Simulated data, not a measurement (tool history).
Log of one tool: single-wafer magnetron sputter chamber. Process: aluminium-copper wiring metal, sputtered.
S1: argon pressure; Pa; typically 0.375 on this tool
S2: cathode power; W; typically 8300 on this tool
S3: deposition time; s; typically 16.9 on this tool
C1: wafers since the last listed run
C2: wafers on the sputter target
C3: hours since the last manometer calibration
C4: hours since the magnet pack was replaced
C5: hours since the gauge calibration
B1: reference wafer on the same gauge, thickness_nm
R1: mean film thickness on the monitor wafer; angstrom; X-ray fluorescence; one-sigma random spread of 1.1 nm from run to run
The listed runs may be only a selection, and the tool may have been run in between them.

{"run": 1, "hour": 0.0, "S1": 0.375, "S2": 9150, "S3": 16.9, "C1": 0, "C2": 148, "C3": 1619.3, "C4": 8541.9, "C5": 103, "B1": 239.161, "R1": 3123.74}
{"run": 2, "hour": 102.3, "S1": 0.375, "S2": 8300, "S3": 18.8, "C1": 3022, "C2": 3171, "C3": 1721.6, "C4": 8644.2, "C5": 205.3, "B1": 239.189, "R1": 3112.74}
{"run": 3, "hour": 134.2, "S1": 0.375, "S2": 8300, "S3": 16.9, "C1": 942, "C2": 4113, "C3": 1753.5, "C4": 8676.1, "C5": 237.2, "B1": 239.003, "R1": 2789.38}
{"hour": 160.4, "done": "sputter target and shields replaced"}
{"run": 4, "hour": 160.9, "S1": 0.375, "S2": 8300, "S3": 16.9, "C1": 552, "C2": 16, "C3": 1780.2, "C4": 8702.8, "C5": 263.9, "B1": 238.906, "R1": 2842.83}
{"run": 5, "hour": 215.7, "S1": 0.375, "S2": 8300, "S3": 16.9, "C1": 1618, "C2": 1635, "C3": 1835, "C4": 8757.6, "C5": 318.7, "B1": 238.777, "R1": 2815.67}
{"run": 6, "hour": 239.6, "S1": 0.375, "S2": 8300, "S3": 16.9, "C1": 706, "C2": 2341, "C3": 1858.9, "C4": 8781.5, "C5": 342.6, "B1": 238.984, "R1": 2792.8}
{"run": 7, "hour": 272.9, "S1": 0.375, "S2": 8300, "S3": 16.9, "C1": 983, "C2": 3324, "C3": 1892.2, "C4": 8814.8, "C5": 375.9, "B1": 239.168, "R1": 2788.21}
{"hour": 308.8, "done": "sputter target and shields replaced"}
{"run": 8, "hour": 309.3, "S1": 0.375, "S2": 8300, "S3": 16.9, "C1": 839, "C2": 14, "C3": 1928.6, "C4": 8851.2, "C5": 412.3, "B1": 239.088, "R1": 2835.23}
{"run": 9, "hour": 322.1, "S1": 0.375, "S2": 8300, "S3": 16.9, "C1": 378, "C2": 392, "C3": 1941.4, "C4": 8864, "C5": 425.1, "B1": 238.909, "R1": 2834.99}
{"hour": 333.7, "done": "magnet pack replaced"}
{"run": 10, "hour": 334.8, "S1": 0.375, "S2": 8300, "S3": 16.9, "C1": 138, "C2": 531, "C3": 1954.1, "C4": 1.1, "C5": 437.8, "B1": 239.021, "R1": 2825.89}
{"run": 11, "hour": 359.2, "S1": 0.375, "S2": 8300, "S3": 16.9, "C1": 720, "C2": 1252, "C3": 1978.5, "C4": 25.5, "C5": 462.2, "B1": 239.152, "R1": 2795.45}
{"hour": 368.9, "done": "capacitance manometer re-zeroed and calibrated"}
{"run": 12, "hour": 372.2, "S1": 0.474, "S2": 7200, "S3": 16.9, "C1": 147, "C2": 1399, "C3": 3.3, "C4": 38.5, "C5": 475.2, "B1": 238.86, "R1": 2314.23}
{"run": 13, "hour": 389.8, "S1": 0.375, "S2": 10100, "S3": 15.9, "C1": 519, "C2": 1919, "C3": 20.9, "C4": 56.1, "C5": 492.8, "B1": 238.83, "R1": 3201.55}
{"run": 14, "hour": 409.0, "S1": 0.375, "S2": 8300, "S3": 16.9, "C1": 567, "C2": 2487, "C3": 40.1, "C4": 75.3, "C5": 512, "B1": 239.069, "R1": 2770.62}
{"run": 15, "hour": 439.2, "S1": 0.375, "S2": 8300, "S3": 16.9, "C1": 892, "C2": 3379, "C3": 70.3, "C4": 105.5, "C5": 542.2, "B1": 239.044, "R1": 2813.94}
{"hour": 445.9, "done": "gauge calibrated"}
{"hour": 460.4, "done": "sputter target and shields replaced"}
{"run": 16, "hour": 461.2, "S1": 0.375, "S2": 8300, "S3": 16.9, "C1": 413, "C2": 24, "C3": 92.3, "C4": 127.5, "C5": 15.3, "B1": 239.139, "R1": 2846.73}
{"run": 17, "hour": 489.1, "S1": 0.311, "S2": 8300, "S3": 19.6, "C1": 824, "C2": 848, "C3": 120.2, "C4": 155.4, "C5": 43.2, "B1": 238.953, "R1": 3398.36}
{"run": 18, "hour": 505.4, "S1": 0.375, "S2": 7050, "S3": 16.9, "C1": 481, "C2": 1330, "C3": 136.5, "C4": 171.7, "C5": 59.5, "B1": 238.887, "R1": 2393.12}
{"run": 19, "hour": 537.7, "S1": 0.375, "S2": 6800, "S3": 17.9, "C1": 954, "C2": 2284, "C3": 168.8, "C4": 204, "C5": 91.8, "B1": 238.916, "R1": 2419.45}
{"run": 20, "hour": 552.2, "S1": 0.375, "S2": 7300, "S3": 16.9, "C1": 428, "C2": 2713, "C3": 183.3, "C4": 218.5, "C5": 106.3, "B1": 238.9, "R1": 2464.91}
{"run": 21, "hour": 575.6, "S1": 0.273, "S2": 9000, "S3": 18, "C1": 691, "C2": 3404, "C3": 206.7, "C4": 241.9, "C5": 129.7, "B1": 238.833, "R1": 3416.91}
{"hour": 600.7, "done": "sputter target and shields replaced"}
{"run": 22, "hour": 623.1, "S1": 0.375, "S2": 8300, "S3": 16.9, "C1": 1166, "C2": 662, "C3": 254.2, "C4": 289.4, "C5": 177.2, "B1": 239.094, "R1": 2838.58}

Each row is a separate what-if for the run after 22, all from the same tool condition, not one after another. Results?
{"run": "A", "hour": 623.5, "S1": 0.375, "S2": 8300, "S3": 18.1, "C1": 11, "C2": 674, "C3": 254.6, "C4": 289.8, "C5": 177.6, "B1": "?", "R1": "?"}
{"run": "B", "hour": 623.5, "S1": 0.25, "S2": 9400, "S3": 19.7, "C1": 11, "C2": 674, "C3": 254.6, "C4": 289.8, "C5": 177.6, "B1": "?", "R1": "?"}
{"run": "C", "hour": 623.5, "S1": 0.324, "S2": 9000, "S3": 15.3, "C1": 11, "C2": 674, "C3": 254.6, "C4": 289.8, "C5": 177.6, "B1": "?", "R1": "?"}
{"run": "D", "hour": 623.5, "S1": 0.375, "S2": 8300, "S3": 13.7, "C1": 11, "C2": 674, "C3": 254.6, "C4": 289.8, "C5": 177.6, "B1": "?", "R1": "?"}

run=A B1=239.005 R1=2995.46
run=B B1=239.005 R1=3976.27
run=C B1=239.005 R1=2829.18
run=D B1=239.005 R1=2267.28
Without the tool's unlogged condition, the same runs would have read:
run=A R1=3029.27
run=B R1=4021.15
run=C R1=2861.12
run=D R1=2292.88
